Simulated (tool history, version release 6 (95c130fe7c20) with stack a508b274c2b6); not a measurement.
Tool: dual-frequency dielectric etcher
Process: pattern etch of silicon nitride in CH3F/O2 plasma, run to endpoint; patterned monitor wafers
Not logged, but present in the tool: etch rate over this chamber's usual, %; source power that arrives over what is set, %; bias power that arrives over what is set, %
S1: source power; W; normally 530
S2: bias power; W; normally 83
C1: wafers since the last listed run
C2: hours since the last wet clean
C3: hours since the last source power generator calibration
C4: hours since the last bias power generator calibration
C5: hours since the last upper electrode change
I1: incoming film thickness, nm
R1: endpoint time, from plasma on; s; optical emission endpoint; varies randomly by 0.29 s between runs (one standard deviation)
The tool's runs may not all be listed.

run   hour   S1   S2  C1     C2      C3      C4      C5    I1    R1
  1    0.0  530   83   0  404.0  4755.4  5241.6  4683.2  83.5  77.9
  2    7.3  530   83  29  411.3  4762.7  5248.9  4690.5  84.5  79.0
  3   21.8  530   83  58  425.8  4777.2  5263.4  4705.0  84.3  78.9
  4   39.6  530   83  72  443.6  4795.0  5281.2  4722.8  84.6  79.6
      52.7  -- bias power generator calibrated
  5   53.2  530   83  39  457.2  4808.6     0.5  4736.4  85.0  80.4
      81.6  -- upper electrode replaced
  6   82.1  530   83  19  486.1  4837.5    29.4     0.5  85.3  80.8
  7   82.4  530   83   1  486.4  4837.8    29.7     0.8  84.6  79.5
  8   90.1  530  102  31  494.1  4845.5    37.4     8.5  84.8  75.6
     117.4  -- wet clean of the chamber
  9  117.9  530   83  15    0.5  4873.3    65.2    36.3  85.0  75.9
 10  118.3  450   73   1    0.9  4873.7    65.6    36.7  84.0  82.2
 11  121.1  640   76  11    3.7  4876.5    68.4    39.5  85.3  73.0
     134.7  -- source power generator calibrated
 12  136.7  470   83  47   19.3     2.0    84.0    55.1  84.1  78.9
 13  154.0  490  102  70   36.6    19.3   101.3    72.4  84.5  73.6
 14  170.4  650   68  66   53.0    35.7   117.7    88.8  85.0  75.4

Below are 5 alternative next runs, each starting from the tool's condition after run 14. Predict each:
  A  170.9  530   83   2  53.5  36.2  118.2  89.3  83.9   ?
  B  170.9  630   77   2  53.5  36.2  118.2  89.3  83.9   ?
  C  170.9  530   89   2  53.5  36.2  118.2  89.3  83.9   ?
  D  170.9  420   77   2  53.5  36.2  118.2  89.3  83.9   ?
  E  170.9  430  101   2  53.5  36.2  118.2  89.3  83.9   ?

run    R1
  A  75.8
  B  72.9
  C  74.3
  D  83.8
  E  76.7
Had the tool no hidden state, the same runs would have come out as:
run    R1
  A  74.7
  B  71.9
  C  73.2
  D  82.6
  E  75.6
